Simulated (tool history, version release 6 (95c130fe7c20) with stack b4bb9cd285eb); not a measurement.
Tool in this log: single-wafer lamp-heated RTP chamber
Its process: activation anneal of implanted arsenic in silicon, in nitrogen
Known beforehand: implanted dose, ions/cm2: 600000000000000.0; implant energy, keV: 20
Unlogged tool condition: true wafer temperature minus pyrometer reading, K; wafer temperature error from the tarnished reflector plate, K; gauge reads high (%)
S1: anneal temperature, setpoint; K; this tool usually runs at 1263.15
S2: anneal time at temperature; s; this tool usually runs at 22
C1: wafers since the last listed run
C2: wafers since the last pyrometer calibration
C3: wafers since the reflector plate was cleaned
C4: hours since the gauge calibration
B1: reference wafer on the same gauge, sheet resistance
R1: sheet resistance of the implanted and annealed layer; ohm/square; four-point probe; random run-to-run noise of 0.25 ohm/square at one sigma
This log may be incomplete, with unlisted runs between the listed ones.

Run 1, hour 0.0: usual settings; C1 0; C2 6895; C3 10395; C4 230.1; B1 135.90. Result: R1 167.10 ohm/square.
Run 2, hour 15.3: usual settings but S2 25 s; C1 192; C2 7087; C3 10587; C4 245.4; B1 135.95. Result: R1 166.26 ohm/square.
Run 3, hour 23.9: usual settings but S2 25 s; C1 107; C2 7195; C3 10695; C4 254.0; B1 136.00. Result: R1 166.03 ohm/square.
Run 4, hour 35.8: usual settings; C1 149; C2 7345; C3 10844; C4 265.9; B1 136.03. Result: R1 166.87 ohm/square.
Run 5, hour 46.9: usual settings; C1 139; C2 7484; C3 10983; C4 277.0; B1 136.02. Result: R1 166.73 ohm/square.
Run 6, hour 62.2: usual settings; C1 192; C2 7676; C3 11176; C4 292.3; B1 135.92. Result: R1 167.39 ohm/square.
Run 7, hour 72.2: usual settings; C1 125; C2 7802; C3 11301; C4 302.3; B1 136.04. Result: R1 166.85 ohm/square.
Run 8, hour 82.5: usual settings but S1 1269.15 K, S2 30 s; C1 129; C2 7931; C3 11431; C4 312.6; B1 135.96. Result: R1 163.72 ohm/square.
Run 9, hour 95.0: usual settings; C1 156; C2 8088; C3 11587; C4 325.1; B1 136.04. Result: R1 166.51 ohm/square.
Run 10, hour 108.3: usual settings; C1 167; C2 8255; C3 11754; C4 338.4; B1 135.97. Result: R1 166.69 ohm/square.
Run 11, hour 114.5: usual settings; C1 77; C2 8333; C3 11832; C4 344.6; B1 136.05. Result: R1 166.47 ohm/square.
Run 12, hour 125.7: usual settings but S1 1249.15 K, S2 12 s; C1 140; C2 8473; C3 11973; C4 355.8; B1 135.99. Result: R1 172.07 ohm/square.
Run 13, hour 133.9: usual settings but S1 1249.15 K, S2 12 s; C1 102; C2 8576; C3 12076; C4 364.0; B1 135.94. Result: R1 172.00 ohm/square.
Run 14, hour 151.5: usual settings but S1 1249.15 K, S2 12 s; C1 221; C2 8797; C3 12297; C4 381.6; B1 136.02. Result: R1 171.75 ohm/square.
Run 15, hour 163.1: usual settings but S2 18 s; C1 145; C2 8943; C3 12443; C4 393.2; B1 136.01. Result: R1 167.36 ohm/square.
At hour 180.7: reflector plate cleaned.
Run 16, hour 181.2: usual settings but S2 18 s; C1 126; C2 9070; C3 6; C4 411.3; B1 135.95. Result: R1 167.30 ohm/square.
At hour 193.0: gauge calibrated.
At hour 193.4: pyrometer window cleaned and pyrometer calibrated.
Run 17, hour 213.4: usual settings; C1 303; C2 251; C3 310; C4 20.4; B1 136.05. Result: R1 168.59 ohm/square.
Run 18, hour 255.4: usual settings but S2 16 s; C1 527; C2 778; C3 838; C4 62.4; B1 136.07. Result: R1 170.39 ohm/square.
Run 19, hour 268.0: usual settings but S1 1255.15 K, S2 14 s; C1 158; C2 936; C3 996; C4 75.0; B1 136.03. Result: R1 172.29 ohm/square.
Run 20, hour 283.1: usual settings but S1 1283.15 K, S2 18 s; C1 189; C2 1126; C3 1185; C4 90.1; B1 136.08. Result: R1 167.04 ohm/square.
Run 21, hour 296.0: usual settings but S2 28 s; C1 161; C2 1288; C3 1347; C4 103.0; B1 135.92. Result: R1 166.93 ohm/square.
Run 22, hour 305.3: usual settings but S1 1243.15 K, S2 27 s; C1 116; C2 1405; C3 1464; C4 112.3; B1 136.04. Result: R1 170.08 ohm/square.
Run 23, hour 314.8: usual settings but S1 1285.15 K; C1 119; C2 1524; C3 1583; C4 121.8; B1 135.95. Result: R1 165.19 ohm/square.
Run 24, hour 330.0: usual settings but S1 1280.15 K, S2 26 s; C1 190; C2 1715; C3 1774; C4 137.0; B1 135.98. Result: R1 164.70 ohm/square.
Run 25, hour 342.0: usual settings but S1 1247.15 K, S2 17 s; C1 150; C2 1866; C3 1925; C4 149.0; B1 136.01. Result: R1 172.11 ohm/square.
Run 26, hour 348.0: usual settings but S1 1283.15 K, S2 26 s; C1 75; C2 1941; C3 2000; C4 155.0; B1 135.88. Result: R1 164.20 ohm/square.
Run 27, hour 354.7: usual settings but S1 1249.15 K, S2 12 s; C1 84; C2 2025; C3 2085; C4 161.7; B1 136.12. Result: R1 172.69 ohm/square.
Run 28, hour 362.6: usual settings but S1 1248.15 K, S2 9 s; C1 99; C2 2124; C3 2184; C4 169.6; B1 136.02. Result: R1 174.57 ohm/square.
Run 29, hour 379.1: usual settings but S1 1284.15 K; C1 207; C2 2332; C3 2391; C4 186.1; B1 136.00. Result: R1 165.11 ohm/square.
Run 30, hour 395.6: usual settings but S1 1245.15 K, S2 26 s; C1 207; C2 2539; C3 2598; C4 202.6; B1 136.03. Result: R1 170.02 ohm/square.
Run 31, hour 406.9: usual settings but S2 34 s; C1 141; C2 2681; C3 2740; C4 213.9; B1 135.93. Result: R1 165.75 ohm/square.
Run 32, hour 415.4: usual settings; C1 106; C2 2787; C3 2847; C4 222.4; B1 136.05. Result: R1 168.22 ohm/square.

What if the next run were any one of these 4? Each begins from the tool's condition after run 32:
Run A, hour 415.8: usual settings; C1 5; C2 2792; C3 2852; C4 222.8; B1 ?. Result: R1 ?.
Run B, hour 415.8: usual settings but S1 1239.15 K, S2 27 s; C1 5; C2 2792; C3 2852; C4 222.8; B1 ?. Result: R1 ?.
Run C, hour 415.8: usual settings but S2 30 s; C1 5; C2 2792; C3 2852; C4 222.8; B1 ?. Result: R1 ?.
Run D, hour 415.8: usual settings but S1 1287.15 K, S2 13 s; C1 5; C2 2792; C3 2852; C4 222.8; B1 ?. Result: R1 ?.

run      B1      R1
  A  136.03  168.16
  B  136.03  170.34
  C  136.03  166.33
  D  136.03  167.96
What these runs would have given with no unlogged condition in the tool:
run      R1
  A  168.38
  B  170.53
  C  166.57
  D  168.17

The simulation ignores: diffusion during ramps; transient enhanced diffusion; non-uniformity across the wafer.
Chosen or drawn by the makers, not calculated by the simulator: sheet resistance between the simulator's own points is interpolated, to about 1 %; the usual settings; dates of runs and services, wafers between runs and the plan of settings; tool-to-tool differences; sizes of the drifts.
